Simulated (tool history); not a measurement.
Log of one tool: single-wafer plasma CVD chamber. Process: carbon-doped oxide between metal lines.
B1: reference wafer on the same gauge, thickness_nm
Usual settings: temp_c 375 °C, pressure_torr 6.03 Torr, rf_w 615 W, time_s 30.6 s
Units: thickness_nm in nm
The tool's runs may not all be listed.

Run 1, hour 0: usual settings but time_s 26.9 s; B1 155.989. Result: thickness_nm 154.906 nm.
Run 2, hour 9.6: usual settings; B1 156.001. Result: thickness_nm 176.27 nm.
Run 3, hour 15.8: usual settings; B1 156.006. Result: thickness_nm 175.819 nm.
Run 4, hour 61.9: usual settings; B1 156. Result: thickness_nm 175.776 nm.
Run 5, hour 75: usual settings but time_s 26.2 s; B1 155.967. Result: thickness_nm 151.104 nm.
Run 6, hour 84.3: usual settings but time_s 26.1 s; B1 156.009. Result: thickness_nm 150.245 nm.
Run 7, hour 94.6: usual settings; B1 156.023. Result: thickness_nm 175.673 nm.
Run 8, hour 112.2: usual settings; B1 155.969. Result: thickness_nm 175.466 nm.
Run 9, hour 121.8: usual settings but pressure_torr 6.84 Torr; B1 155.984. Result: thickness_nm 177.793 nm.
Run 10, hour 134.7: usual settings but pressure_torr 6.84 Torr; B1 155.983. Result: thickness_nm 178.389 nm.
Run 11, hour 150: usual settings; B1 156.021. Result: thickness_nm 175.691 nm.
Run 12, hour 166: usual settings; B1 156.002. Result: thickness_nm 175.618 nm.
Run 13, hour 175.8: usual settings; B1 156.001. Result: thickness_nm 175.752 nm.
Run 14, hour 190.1: usual settings; B1 156.018. Result: thickness_nm 175.397 nm.
Run 15, hour 212: usual settings but temp_c 370 °C, pressure_torr 6.45 Torr, rf_w 530 W, time_s 29.1 s; B1 155.998. Result: thickness_nm 149.301 nm.
Run 16, hour 216.9: usual settings but temp_c 380 °C, rf_w 700 W, time_s 28.5 s; B1 156.054. Result: thickness_nm 169.912 nm.
Run 17, hour 223: usual settings but temp_c 383 °C, time_s 28.3 s; B1 155.987. Result: thickness_nm 154.25 nm.
Run 18, hour 240.1: usual settings but rf_w 495 W, time_s 28.3 s; B1 156.018. Result: thickness_nm 135.198 nm.
Run 19, hour 257.6: usual settings but pressure_torr 6.6 Torr, rf_w 735 W; B1 156.012. Result: thickness_nm 191.822 nm.
Run 20, hour 267: usual settings; B1 155.998. Result: thickness_nm 169.824 nm.
Run 21, hour 276.3: usual settings; B1 156.01. Result: thickness_nm 169.478 nm.
Run 22, hour 294.3: usual settings but temp_c 379 °C, pressure_torr 4.93 Torr, time_s 25.7 s; B1 155.984. Result: thickness_nm 145.237 nm.
Run 23, hour 308: usual settings but rf_w 565 W; B1 155.985. Result: thickness_nm 171.403 nm.
Run 24, hour 318.7: usual settings but pressure_torr 4.66 Torr, rf_w 645 W; B1 155.961. Result: thickness_nm 177.372 nm.

Not shown: 6 entries that the log had between the listed runs. Between which runs, and how does the tool's hidden state differ before and after?
Between runs 9 and 10: showerhead replaced (hour 133.9)
  delivered RF power above the setpoint (%): -5.29 -> -5.32
  measured less the result without the state, thickness_nm: -6.292 -> -6.354 nm
Between runs 10 and 11: gauge calibrated (hour 138.3)
  delivered RF power above the setpoint (%): -5.32 -> -5.36
  measured less the result without the state, thickness_nm: -6.354 -> -6.304 nm
Between runs 13 and 14: thermocouple changed; heater temperature recalibrated (hour 189.6)
  delivered RF power above the setpoint (%): -5.42 -> -5.46
  measured less the result without the state, thickness_nm: -6.386 -> -6.417 nm
Between runs 14 and 15: RF generator calibrated (hour 211.5)
  delivered RF power above the setpoint (%): -5.46 -> -10.2
  measured less the result without the state, thickness_nm: -6.417 -> -11.095 nm
Between runs 18 and 19: capacitance manometer re-zeroed and calibrated (hour 249.4)
  no hidden state differs between the two runs
  measured less the result without the state, thickness_nm: -10.785 -> -13.572 nm
Between runs 21 and 22: RF generator calibrated, repeated, since the last time left the tool worse (hour 289.2)
  delivered RF power above the setpoint (%): -10.4 -> -0.803
  measured less the result without the state, thickness_nm: -12.325 -> -0.751 nm

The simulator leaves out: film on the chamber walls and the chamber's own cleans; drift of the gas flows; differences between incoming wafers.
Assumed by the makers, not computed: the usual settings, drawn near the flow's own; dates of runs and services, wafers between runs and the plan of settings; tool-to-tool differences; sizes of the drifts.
